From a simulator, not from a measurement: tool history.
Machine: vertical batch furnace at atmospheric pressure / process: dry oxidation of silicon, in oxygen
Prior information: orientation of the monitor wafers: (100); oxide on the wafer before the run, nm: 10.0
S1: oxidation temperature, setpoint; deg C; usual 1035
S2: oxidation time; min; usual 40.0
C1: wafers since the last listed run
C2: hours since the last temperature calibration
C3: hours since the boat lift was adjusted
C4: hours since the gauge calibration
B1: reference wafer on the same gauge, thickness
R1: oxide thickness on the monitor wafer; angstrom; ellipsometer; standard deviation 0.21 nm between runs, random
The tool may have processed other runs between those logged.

{"run": 1, "hour": 0.0, "S1": 1035, "S2": 40.0, "C1": 0, "C2": 3633.7, "C3": 3411.1, "C4": 849.2, "B1": 46.93, "R1": 604.6}
{"run": 2, "hour": 41.3, "S1": 1035, "S2": 40.0, "C1": 360, "C2": 3675.0, "C3": 3452.4, "C4": 890.5, "B1": 46.86, "R1": 603.3}
{"run": 3, "hour": 66.7, "S1": 1035, "S2": 40.0, "C1": 221, "C2": 3700.4, "C3": 3477.8, "C4": 915.9, "B1": 46.91, "R1": 606.1}
{"run": 4, "hour": 112.2, "S1": 1028, "S2": 40.0, "C1": 397, "C2": 3745.9, "C3": 3523.3, "C4": 961.4, "B1": 46.95, "R1": 566.8}
{"run": 5, "hour": 180.6, "S1": 1028, "S2": 40.0, "C1": 597, "C2": 3814.3, "C3": 3591.7, "C4": 1029.8, "B1": 46.95, "R1": 570.6}
{"run": 6, "hour": 231.8, "S1": 1028, "S2": 40.0, "C1": 446, "C2": 3865.5, "C3": 3642.9, "C4": 1081.0, "B1": 46.89, "R1": 568.6}
{"run": 7, "hour": 289.5, "S1": 1054, "S2": 31.0, "C1": 503, "C2": 3923.2, "C3": 3700.6, "C4": 1138.7, "B1": 46.85, "R1": 605.3}
{"run": 8, "hour": 341.3, "S1": 1035, "S2": 34.0, "C1": 452, "C2": 3975.0, "C3": 3752.4, "C4": 1190.5, "B1": 46.81, "R1": 549.8}
{"run": 9, "hour": 370.2, "S1": 1035, "S2": 34.0, "C1": 252, "C2": 4003.9, "C3": 3781.3, "C4": 1219.4, "B1": 46.86, "R1": 552.1}
{"run": 10, "hour": 436.7, "S1": 1035, "S2": 54.5, "C1": 580, "C2": 4070.4, "C3": 3847.8, "C4": 1285.9, "B1": 46.91, "R1": 728.0}
{"run": 11, "hour": 539.6, "S1": 1035, "S2": 54.5, "C1": 898, "C2": 4173.3, "C3": 3950.7, "C4": 1388.8, "B1": 46.9, "R1": 725.9}
{"run": 12, "hour": 607.1, "S1": 1035, "S2": 54.5, "C1": 589, "C2": 4240.8, "C3": 4018.2, "C4": 1456.3, "B1": 46.93, "R1": 733.7}
{"run": 13, "hour": 650.8, "S1": 1035, "S2": 40.0, "C1": 381, "C2": 4284.5, "C3": 4061.9, "C4": 1500.0, "B1": 46.89, "R1": 605.7}
{"run": 14, "hour": 718.8, "S1": 1035, "S2": 40.0, "C1": 593, "C2": 4352.5, "C3": 4129.9, "C4": 1568.0, "B1": 46.91, "R1": 603.9}
{"run": 15, "hour": 746.9, "S1": 1035, "S2": 40.0, "C1": 245, "C2": 4380.6, "C3": 4158.0, "C4": 1596.1, "B1": 46.86, "R1": 608.8}
{"run": 16, "hour": 779.3, "S1": 1035, "S2": 51.5, "C1": 282, "C2": 4413.0, "C3": 4190.4, "C4": 1628.5, "B1": 47.02, "R1": 704.4}
{"run": 17, "hour": 818.7, "S1": 1035, "S2": 51.5, "C1": 343, "C2": 4452.4, "C3": 4229.8, "C4": 1667.9, "B1": 46.94, "R1": 706.7}
{"run": 18, "hour": 871.5, "S1": 1043, "S2": 48.5, "C1": 460, "C2": 4505.2, "C3": 4282.6, "C4": 1720.7, "B1": 46.88, "R1": 729.3}
{"run": 19, "hour": 932.7, "S1": 1052, "S2": 40.0, "C1": 534, "C2": 4566.4, "C3": 4343.8, "C4": 1781.9, "B1": 46.89, "R1": 696.5}
{"run": 20, "hour": 976.6, "S1": 1021, "S2": 52.5, "C1": 383, "C2": 4610.3, "C3": 4387.7, "C4": 1825.8, "B1": 46.97, "R1": 636.2}
{"run": 21, "hour": 1016.9, "S1": 1047, "S2": 28.5, "C1": 351, "C2": 4650.6, "C3": 4428.0, "C4": 1866.1, "B1": 46.95, "R1": 550.5}
{"run": 22, "hour": 1056.9, "S1": 1044, "S2": 27.5, "C1": 349, "C2": 4690.6, "C3": 4468.0, "C4": 1906.1, "B1": 46.84, "R1": 524.1}
{"run": 23, "hour": 1096.8, "S1": 1021, "S2": 52.5, "C1": 348, "C2": 4730.5, "C3": 4507.9, "C4": 1946.0, "B1": 46.9, "R1": 640.2}
{"run": 24, "hour": 1165.6, "S1": 1045, "S2": 35.0, "C1": 600, "C2": 4799.3, "C3": 4576.7, "C4": 2014.8, "B1": 46.94, "R1": 609.8}
{"run": 25, "hour": 1218.0, "S1": 1035, "S2": 53.0, "C1": 457, "C2": 4851.7, "C3": 4629.1, "C4": 2067.2, "B1": 46.9, "R1": 721.9}
{"run": 26, "hour": 1274.3, "S1": 1035, "S2": 33.5, "C1": 491, "C2": 4908.0, "C3": 4685.4, "C4": 2123.5, "B1": 46.85, "R1": 549.7}
{"run": 27, "hour": 1339.7, "S1": 1049, "S2": 58.5, "C1": 570, "C2": 4973.4, "C3": 4750.8, "C4": 2188.9, "B1": 46.88, "R1": 854.9}
{"run": 28, "hour": 1410.0, "S1": 1044, "S2": 27.5, "C1": 613, "C2": 5043.7, "C3": 4821.1, "C4": 2259.2, "B1": 46.91, "R1": 530.8}
{"hour": 1475.0, "done": "thermocouples replaced and temperature profile calibrated"}
{"run": 29, "hour": 1475.5, "S1": 1035, "S2": 40.0, "C1": 362, "C2": 0.5, "C3": 4886.6, "C4": 2324.7, "B1": 46.93, "R1": 580.6}
{"hour": 1537.3, "done": "gauge calibrated"}
{"run": 30, "hour": 1561.3, "S1": 1043, "S2": 40.0, "C1": 748, "C2": 86.3, "C3": 4972.4, "C4": 24.0, "B1": 46.91, "R1": 622.0}
{"hour": 1610.2, "done": "boat lift adjusted"}
{"run": 31, "hour": 1613.3, "S1": 1017, "S2": 56.5, "C1": 244, "C2": 138.3, "C3": 3.1, "C4": 76.0, "B1": 46.85, "R1": 612.9}
{"run": 32, "hour": 1661.7, "S1": 1035, "S2": 40.0, "C1": 422, "C2": 186.7, "C3": 51.5, "C4": 124.4, "B1": 46.84, "R1": 583.6}
{"run": 33, "hour": 1720.1, "S1": 1045, "S2": 27.5, "C1": 509, "C2": 245.1, "C3": 109.9, "C4": 182.8, "B1": 46.83, "R1": 510.9}
{"run": 34, "hour": 1767.4, "S1": 1014, "S2": 40.0, "C1": 412, "C2": 292.4, "C3": 157.2, "C4": 230.1, "B1": 46.98, "R1": 485.5}
{"run": 35, "hour": 1836.0, "S1": 1054, "S2": 30.5, "C1": 598, "C2": 361.0, "C3": 225.8, "C4": 298.7, "B1": 46.9, "R1": 586.5}
{"run": 36, "hour": 2009.6, "S1": 1025, "S2": 40.0, "C1": 1515, "C2": 534.6, "C3": 399.4, "C4": 472.3, "B1": 46.86, "R1": 538.1}
{"run": 37, "hour": 2069.4, "S1": 1035, "S2": 40.0, "C1": 521, "C2": 594.4, "C3": 459.2, "C4": 532.1, "B1": 46.94, "R1": 589.2}
{"run": 38, "hour": 2099.2, "S1": 1035, "S2": 40.0, "C1": 260, "C2": 624.2, "C3": 489.0, "C4": 561.9, "B1": 46.83, "R1": 585.0}
{"run": 39, "hour": 2155.4, "S1": 1023, "S2": 40.0, "C1": 490, "C2": 680.4, "C3": 545.2, "C4": 618.1, "B1": 46.83, "R1": 527.5}
{"run": 40, "hour": 2193.3, "S1": 1035, "S2": 40.0, "C1": 330, "C2": 718.3, "C3": 583.1, "C4": 656.0, "B1": 46.86, "R1": 587.7}

Branching from run 40: 3 alternative next runs. What would each branch give?
{"run": "A", "hour": 2198.0, "S1": 1035, "S2": 25.5, "C1": 41, "C2": 723.0, "C3": 587.8, "C4": 660.7, "B1": "?", "R1": "?"}
{"run": "B", "hour": 2198.0, "S1": 1041, "S2": 50.5, "C1": 41, "C2": 723.0, "C3": 587.8, "C4": 660.7, "B1": "?", "R1": "?"}
{"run": "C", "hour": 2198.0, "S1": 1058, "S2": 47.5, "C1": 41, "C2": 723.0, "C3": 587.8, "C4": 660.7, "B1": "?", "R1": "?"}

run=A B1=46.95 R1=453.1
run=B B1=46.95 R1=704.4
run=C B1=46.95 R1=779.1
Had the tool no hidden state, the same runs would have come out as:
run=A R1=450.3
run=B R1=699.9
run=C R1=774.3
